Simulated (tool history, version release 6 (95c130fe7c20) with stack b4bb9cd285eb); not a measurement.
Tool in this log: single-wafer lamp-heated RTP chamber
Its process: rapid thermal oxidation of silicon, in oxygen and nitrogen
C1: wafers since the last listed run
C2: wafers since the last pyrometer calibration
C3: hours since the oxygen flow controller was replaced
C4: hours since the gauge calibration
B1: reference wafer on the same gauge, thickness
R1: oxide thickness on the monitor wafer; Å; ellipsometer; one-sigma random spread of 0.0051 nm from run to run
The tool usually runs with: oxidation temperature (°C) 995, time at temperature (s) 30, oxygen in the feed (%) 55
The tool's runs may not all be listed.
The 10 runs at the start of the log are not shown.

{"run": 11, "hour": 281.0, "oxidation temperature (°C)": 995, "time at temperature (s)": 30, "oxygen in the feed (%)": 55, "C1": 385, "C2": 2830, "C3": 2874.2, "C4": 815.3, "B1": 3.399, "R1": 34.81}
{"run": 12, "hour": 307.7, "oxidation temperature (°C)": 995, "time at temperature (s)": 30, "oxygen in the feed (%)": 55, "C1": 292, "C2": 3122, "C3": 2900.9, "C4": 842, "B1": 3.4, "R1": 34.74}
{"run": 13, "hour": 386.0, "oxidation temperature (°C)": 1013, "time at temperature (s)": 30, "oxygen in the feed (%)": 55, "C1": 856, "C2": 3979, "C3": 2979.2, "C4": 920.3, "B1": 3.401, "R1": 39.16}
{"run": 14, "hour": 419.0, "oxidation temperature (°C)": 995, "time at temperature (s)": 30, "oxygen in the feed (%)": 55, "C1": 360, "C2": 4340, "C3": 3012.2, "C4": 953.3, "B1": 3.398, "R1": 35}
{"run": 15, "hour": 454.7, "oxidation temperature (°C)": 995, "time at temperature (s)": 30, "oxygen in the feed (%)": 55, "C1": 390, "C2": 4730, "C3": 3047.9, "C4": 989, "B1": 3.4, "R1": 34.96}
{"run": 16, "hour": 489.2, "oxidation temperature (°C)": 995, "time at temperature (s)": 30, "oxygen in the feed (%)": 55, "C1": 377, "C2": 5107, "C3": 3082.4, "C4": 1023.5, "B1": 3.4, "R1": 34.98}
{"hour": 526.5, "done": "oxygen flow controller replaced"}
{"run": 17, "hour": 527.0, "oxidation temperature (°C)": 968, "time at temperature (s)": 44, "oxygen in the feed (%)": 55, "C1": 325, "C2": 5433, "C3": 0.5, "C4": 1061.3, "B1": 3.4, "R1": 34.04}
{"run": 18, "hour": 555.5, "oxidation temperature (°C)": 1005, "time at temperature (s)": 26, "oxygen in the feed (%)": 77, "C1": 311, "C2": 5745, "C3": 29, "C4": 1089.8, "B1": 3.401, "R1": 39.08}
{"hour": 565.2, "done": "gauge calibrated"}
{"run": 19, "hour": 572.2, "oxidation temperature (°C)": 980, "time at temperature (s)": 15, "oxygen in the feed (%)": 55, "C1": 182, "C2": 5928, "C3": 45.7, "C4": 7, "B1": 3.399, "R1": 25.83}
{"run": 20, "hour": 595.4, "oxidation temperature (°C)": 1015, "time at temperature (s)": 30, "oxygen in the feed (%)": 78, "C1": 253, "C2": 6182, "C3": 68.9, "C4": 30.2, "B1": 3.4, "R1": 44.49}
{"run": 21, "hour": 617.1, "oxidation temperature (°C)": 995, "time at temperature (s)": 30, "oxygen in the feed (%)": 55, "C1": 237, "C2": 6419, "C3": 90.6, "C4": 51.9, "B1": 3.401, "R1": 34.92}
{"hour": 625.5, "done": "pyrometer window cleaned and pyrometer calibrated"}
{"run": 22, "hour": 629.5, "oxidation temperature (°C)": 995, "time at temperature (s)": 30, "oxygen in the feed (%)": 55, "C1": 48, "C2": 44, "C3": 103, "C4": 64.3, "B1": 3.4, "R1": 34.27}
{"run": 23, "hour": 698.8, "oxidation temperature (°C)": 982, "time at temperature (s)": 41, "oxygen in the feed (%)": 55, "C1": 758, "C2": 802, "C3": 172.3, "C4": 133.6, "B1": 3.401, "R1": 35.62}
{"run": 24, "hour": 734.4, "oxidation temperature (°C)": 995, "time at temperature (s)": 30, "oxygen in the feed (%)": 55, "C1": 389, "C2": 1191, "C3": 207.9, "C4": 169.2, "B1": 3.399, "R1": 34.47}
{"run": 25, "hour": 747.9, "oxidation temperature (°C)": 980, "time at temperature (s)": 16, "oxygen in the feed (%)": 55, "C1": 147, "C2": 1339, "C3": 221.4, "C4": 182.7, "B1": 3.4, "R1": 26.1}
{"run": 26, "hour": 771.8, "oxidation temperature (°C)": 995, "time at temperature (s)": 30, "oxygen in the feed (%)": 55, "C1": 261, "C2": 1600, "C3": 245.3, "C4": 206.6, "B1": 3.4, "R1": 34.53}
{"run": 27, "hour": 787.9, "oxidation temperature (°C)": 1021, "time at temperature (s)": 30, "oxygen in the feed (%)": 55, "C1": 176, "C2": 1776, "C3": 261.4, "C4": 222.7, "B1": 3.401, "R1": 40.91}
{"run": 28, "hour": 830.4, "oxidation temperature (°C)": 1006, "time at temperature (s)": 41, "oxygen in the feed (%)": 84, "C1": 464, "C2": 2241, "C3": 303.9, "C4": 265.2, "B1": 3.401, "R1": 48.43}
{"run": 29, "hour": 864.6, "oxidation temperature (°C)": 980, "time at temperature (s)": 15, "oxygen in the feed (%)": 55, "C1": 374, "C2": 2615, "C3": 338.1, "C4": 299.4, "B1": 3.4, "R1": 25.82}
{"run": 30, "hour": 877.8, "oxidation temperature (°C)": 995, "time at temperature (s)": 30, "oxygen in the feed (%)": 69, "C1": 144, "C2": 2760, "C3": 351.3, "C4": 312.6, "B1": 3.4, "R1": 37.22}

4 ways to go on from here, each from the tool as it stands after run 30. What would each give?
{"run": "A", "hour": 878.3, "oxidation temperature (°C)": 1017, "time at temperature (s)": 30, "oxygen in the feed (%)": 55, "C1": 5, "C2": 2765, "C3": 351.8, "C4": 313.1, "B1": "?", "R1": "?"}
{"run": "B", "hour": 878.3, "oxidation temperature (°C)": 995, "time at temperature (s)": 30, "oxygen in the feed (%)": 85, "C1": 5, "C2": 2765, "C3": 351.8, "C4": 313.1, "B1": "?", "R1": "?"}
{"run": "C", "hour": 878.3, "oxidation temperature (°C)": 1003, "time at temperature (s)": 37, "oxygen in the feed (%)": 35, "C1": 5, "C2": 2765, "C3": 351.8, "C4": 313.1, "B1": "?", "R1": "?"}
{"run": "D", "hour": 878.3, "oxidation temperature (°C)": 980, "time at temperature (s)": 26, "oxygen in the feed (%)": 80, "C1": 5, "C2": 2765, "C3": 351.8, "C4": 313.1, "B1": "?", "R1": "?"}

run=A B1=3.402 R1=39.8
run=B B1=3.402 R1=39.5
run=C B1=3.402 R1=34.46
run=D B1=3.402 R1=33.31
Had the tool no hidden state, the same runs would have come out as:
run=A R1=39.11
run=B R1=38.79
run=C R1=33.91
run=D R1=32.76

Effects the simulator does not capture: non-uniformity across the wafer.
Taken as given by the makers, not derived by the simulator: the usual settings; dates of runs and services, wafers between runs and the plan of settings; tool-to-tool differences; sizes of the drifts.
